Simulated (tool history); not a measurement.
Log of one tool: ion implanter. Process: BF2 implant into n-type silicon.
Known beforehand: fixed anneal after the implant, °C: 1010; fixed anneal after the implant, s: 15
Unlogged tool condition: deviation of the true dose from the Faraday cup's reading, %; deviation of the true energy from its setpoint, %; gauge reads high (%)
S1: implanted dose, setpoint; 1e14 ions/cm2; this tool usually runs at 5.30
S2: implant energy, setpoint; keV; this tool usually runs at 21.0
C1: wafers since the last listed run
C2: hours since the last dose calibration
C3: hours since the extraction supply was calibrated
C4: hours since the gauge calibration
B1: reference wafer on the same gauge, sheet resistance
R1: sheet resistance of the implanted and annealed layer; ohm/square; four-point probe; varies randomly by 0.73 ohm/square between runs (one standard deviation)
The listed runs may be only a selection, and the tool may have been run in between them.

run	hour	S1	S2	C1	C2	C3	C4	B1	R1
1	0.0	6.28	15.5	0	49.3	6373.2	2625.9	248.02	229.15
2	48.0	6.28	15.5	1622	97.3	6421.2	2673.9	248.09	229.73
3	91.3	6.28	15.5	1463	140.6	6464.5	2717.2	247.87	229.85
# hour 165.8: gauge calibrated
4	172.2	5.70	21.0	2734	221.5	6545.4	6.4	248.03	223.28
5	216.7	6.25	21.0	1504	266.0	6589.9	50.9	247.60	209.24
6	285.8	6.25	21.0	2335	335.1	6659.0	120.0	248.10	209.87
7	329.5	5.30	19.5	1477	378.8	6702.7	163.7	248.02	236.45
8	417.4	4.24	16.5	2971	466.7	6790.6	251.6	248.15	283.70
9	506.7	4.24	16.5	3018	556.0	6879.9	340.9	248.03	280.95
10	599.6	4.24	16.5	3140	648.9	6972.8	433.8	247.96	283.07
11	701.9	4.86	21.0	3458	751.2	7075.1	536.1	247.92	243.92
12	799.0	5.30	24.0	3282	848.3	7172.2	633.2	247.93	222.04
13	885.1	5.30	17.0	2910	934.4	7258.3	719.3	247.81	241.73
# hour 962.2: extraction supply calibrated
14	968.5	5.30	21.0	2548	1017.8	6.3	802.7	248.02	228.51
15	1035.5	5.30	21.0	2264	1084.8	73.3	869.7	248.04	228.88
# hour 1051.0: Faraday cup replaced and dose calibrated
16	1136.5	6.29	17.0	3143	85.5	174.3	970.7	247.95	217.37
17	1352.8	6.29	17.0	7311	301.8	390.6	1187.0	247.86	218.90
18	1434.2	6.29	17.0	2751	383.2	472.0	1268.4	247.98	217.39
# hour 1597.3: Faraday cup replaced and dose calibrated, repeated, since the last time left the tool worse
19	1714.9	4.83	26.5	9217	117.6	752.7	1549.1	247.88	236.67
20	1802.5	3.85	25.0	2961	205.2	840.3	1636.7	248.13	285.05
21	1907.3	3.76	15.0	3542	310.0	945.1	1741.5	248.00	314.13
22	1948.2	5.93	16.5	1382	350.9	986.0	1782.4	248.02	232.00
23	2040.7	5.73	23.5	3126	443.4	1078.5	1874.9	247.85	213.74
24	2098.7	5.30	21.0	1960	501.4	1136.5	1932.9	247.91	231.47
25	2137.3	5.30	21.0	1304	540.0	1175.1	1971.5	247.99	231.32
26	2214.7	5.30	21.0	2616	617.4	1252.5	2048.9	247.90	231.64
27	2309.9	6.23	21.0	3218	712.6	1347.7	2144.1	248.14	208.45
# hour 2341.8: gauge calibrated
28	2395.6	5.30	21.0	2896	798.3	1433.4	53.8	248.30	230.62
29	2485.8	6.28	15.5	3048	888.5	1523.6	144.0	247.99	228.50
30	2537.5	6.29	17.0	1747	940.2	1575.3	195.7	248.16	221.83
31	2608.8	5.30	28.0	2410	1011.5	1646.6	267.0	248.05	215.15
32	2712.1	6.59	15.0	3491	1114.8	1749.9	370.3	248.15	224.48
33	2749.5	6.28	14.0	1264	1152.2	1787.3	407.7	247.81	235.23
# hour 2763.3: Faraday cup replaced and dose calibrated
34	2796.3	4.03	21.0	1311	33.0	1834.1	454.5	248.14	281.56
35	2832.5	4.61	26.5	1223	69.2	1870.3	490.7	247.99	243.93
36	2928.4	5.30	21.0	3241	165.1	1966.2	586.6	248.01	231.55

Here are 5 independent what-if runs from the current tool condition. What would each one return?
A	2928.8	5.30	21.0	13	165.5	1966.6	587.0	?	?
B	2928.8	4.57	14.0	13	165.5	1966.6	587.0	?	?
C	2928.8	6.37	21.0	13	165.5	1966.6	587.0	?	?
D	2928.8	4.02	26.0	13	165.5	1966.6	587.0	?	?
E	2928.8	5.91	18.0	13	165.5	1966.6	587.0	?	?

run	B1	R1
A	247.93	231.76
B	247.93	281.42
C	247.93	207.50
D	247.93	273.20
E	247.93	226.43
Stripped of hidden state, with their random variation kept, the same runs would have yielded:
run	R1
A	233.05
B	282.87
C	208.48
D	275.10
E	227.49
